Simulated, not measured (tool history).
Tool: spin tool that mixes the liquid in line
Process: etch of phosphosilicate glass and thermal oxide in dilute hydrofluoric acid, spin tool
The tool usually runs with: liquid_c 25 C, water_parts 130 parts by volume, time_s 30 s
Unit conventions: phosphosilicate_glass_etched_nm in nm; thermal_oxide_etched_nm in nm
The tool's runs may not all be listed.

run	hour	liquid_c	water_parts	time_s	read-back film thickness of the phosphosilicate glass reference wafer, read on the same gauge (nm)	read-back film thickness of the thermal oxide reference wafer, read on the same gauge (nm)	phosphosilicate_glass_etched_nm	thermal_oxide_etched_nm
1	0	28.5	130	20	69.99	29.973	33.93	0.766
2	104.9	28.5	130	20	70.04	30.021	33.5	0.768
3	181.1	25	130	30	70.05	30.032	44.48	1.034
4	219.1	25	130	30	69.99	29.988	43.95	0.953
5	272.4	25	130	30	69.99	30.013	44.12	1.013
6	340.7	25	130	30	70.02	29.992	43.98	1.013
7	401.4	25	130	30	69.99	30.018	43.83	1.079
8	474.8	25	130	30	70	30.033	43.8	1.024
9	580.5	25	130	30	69.99	30.007	43.79	1.016
10	680.4	25	130	30	70.03	30.009	43.5	1.025
# hour 684: gauge calibrated
11	760.8	25	130	30	69.99	29.978	43.26	1.012
12	817.8	25	130	30	69.99	30.031	43.12	1.012
13	857.1	25	165	15	70	30.02	16.47	0.371
# hour 918.7: hydrofluoric acid flow meter replaced
14	1122	29	160	30	69.99	29.991	42.08	0.945
15	1228.7	22	130	30	70.02	29.989	41.17	0.964
# hour 1288.1: thermometer replaced
16	1329.2	25	130	30	70.05	29.995	46.05	1.031
17	1428.9	25	130	30	70.02	29.977	45.86	1.099
18	1523	27	130	30	69.98	29.987	49.46	1.147
19	1603.2	25	110	15	69.97	29.994	27.7	0.623
20	1642.5	28.5	95	15	69.98	30.01	37.22	0.888
21	1682.7	23.5	150	25	70	30.009	30.36	0.674

For some of the steps in phosphosilicate_glass_etched_nm from one run to the next: how much would appear even if the tool had no hidden state, given the settings, what came in and random variation, and how much remains for the hidden state plus any gauge scatter that the measured result and the result without hidden state don't share?
Hidden conditions of the tool in this case: liquid colder than its thermometer reads (K); hydrofluoric acid flow below the setpoint (%); gauge reads high (%).
Run 12 -> 13: water_parts 130 -> 165, time_s 30 -> 15. phosphosilicate_glass_etched_nm -26.65 nm: hidden state +2.05, all else -28.7.
Run 13 -> 14: liquid_c 25 -> 29, water_parts 165 -> 160, time_s 15 -> 30, hydrofluoric acid flow meter replaced. phosphosilicate_glass_etched_nm +25.61 nm: hidden state +0.9, all else +24.71.
